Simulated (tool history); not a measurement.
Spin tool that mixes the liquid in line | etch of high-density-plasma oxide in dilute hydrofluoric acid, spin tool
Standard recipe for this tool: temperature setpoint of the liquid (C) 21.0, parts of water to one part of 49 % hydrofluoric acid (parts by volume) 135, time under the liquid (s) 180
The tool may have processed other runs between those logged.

| run | hour | temperature setpoint of the liquid (C) | parts of water to one part of 49 % hydrofluoric acid (parts by volume) | time under the liquid (s) | read-back film thickness of the high-density-plasma oxide reference wafer, read on the same gauge (nm) | thickness taken off the high-density-plasma oxide on a monitor wafer (Å) |
|---|---|---|---|---|---|---|
| 1 | 0.0 | 21.0 | 135 | 180 | 81.96 | 83.9 |
| 2 | 69.4 | 21.0 | 135 | 180 | 82.23 | 83.4 |
| 3 | 114.5 | 23.0 | 135 | 180 | 82.44 | 91.8 |
| 4 | 172.4 | 23.0 | 135 | 180 | 82.72 | 90.0 |
| 5 | 222.6 | 23.0 | 135 | 180 | 82.94 | 91.1 |
| 6 | 277.3 | 21.0 | 135 | 100 | 83.23 | 47.4 |
|  | 375.5 | thermometer replaced |
| 7 | 383.9 | 21.0 | 135 | 180 | 83.81 | 84.6 |
|  | 405.9 | hydrofluoric acid flow meter replaced |
| 8 | 483.0 | 21.0 | 135 | 180 | 84.38 | 86.1 |
| 9 | 542.2 | 21.0 | 135 | 180 | 84.76 | 86.5 |
| 10 | 627.5 | 19.0 | 135 | 95 | 85.29 | 42.1 |
| 11 | 692.8 | 19.0 | 135 | 95 | 85.74 | 42.9 |
| 12 | 738.2 | 21.0 | 135 | 180 | 86.07 | 86.8 |
|  | 802.0 | gauge calibrated |
| 13 | 804.2 | 21.0 | 135 | 235 | 79.44 | 105.0 |
| 14 | 890.2 | 21.0 | 175 | 180 | 79.45 | 59.0 |
| 15 | 997.9 | 26.0 | 75 | 125 | 79.52 | 134.2 |
| 16 | 1037.2 | 18.0 | 135 | 145 | 79.55 | 57.0 |
|  | 1070.1 | hydrofluoric acid flow meter replaced |
| 17 | 1113.6 | 25.5 | 70 | 95 | 79.64 | 106.8 |
| 18 | 1199.4 | 21.0 | 135 | 180 | 79.77 | 80.7 |
| 19 | 1270.8 | 21.0 | 135 | 180 | 79.89 | 80.3 |
| 20 | 1360.0 | 17.0 | 135 | 125 | 80.11 | 48.1 |
| 21 | 1417.4 | 17.0 | 135 | 180 | 80.22 | 68.8 |
|  | 1460.6 | thermometer replaced |
| 22 | 1511.8 | 21.0 | 135 | 235 | 80.47 | 107.3 |
| 23 | 1605.9 | 19.5 | 135 | 245 | 80.77 | 105.4 |
| 24 | 1712.7 | 23.0 | 185 | 270 | 81.13 | 91.6 |
|  | 1726.8 | hydrofluoric acid flow meter replaced |
| 25 | 1801.7 | 25.0 | 85 | 100 | 81.49 | 90.5 |
| 26 | 1851.9 | 21.0 | 135 | 180 | 81.73 | 82.3 |
| 27 | 1939.1 | 21.0 | 200 | 280 | 82.09 | 80.9 |

What if the next run were any one of these 5? Each begins from the tool's condition after run 27:
| A | 1939.6 | 21.0 | 95 | 180 | ? | ? |
| B | 1939.6 | 21.0 | 90 | 280 | ? | ? |
| C | 1939.6 | 23.0 | 135 | 270 | ? | ? |
| D | 1939.6 | 21.0 | 135 | 140 | ? | ? |
| E | 1939.6 | 21.0 | 185 | 125 | ? | ? |

| run | read-back film thickness of the high-density-plasma oxide reference wafer, read on the same gauge (nm) | thickness taken off the high-density-plasma oxide on a monitor wafer (Å) |
|---|---|---|
| A | 82.10 | 123.6 |
| B | 82.10 | 204.1 |
| C | 82.10 | 135.0 |
| D | 82.10 | 64.7 |
| E | 82.10 | 40.0 |
Take away the tool's hidden state, keep each run's random variation, and the runs would have read:
| run | thickness taken off the high-density-plasma oxide on a monitor wafer (Å) |
|---|---|
| A | 120.4 |
| B | 198.9 |
| C | 131.5 |
| D | 63.0 |
| E | 39.0 |
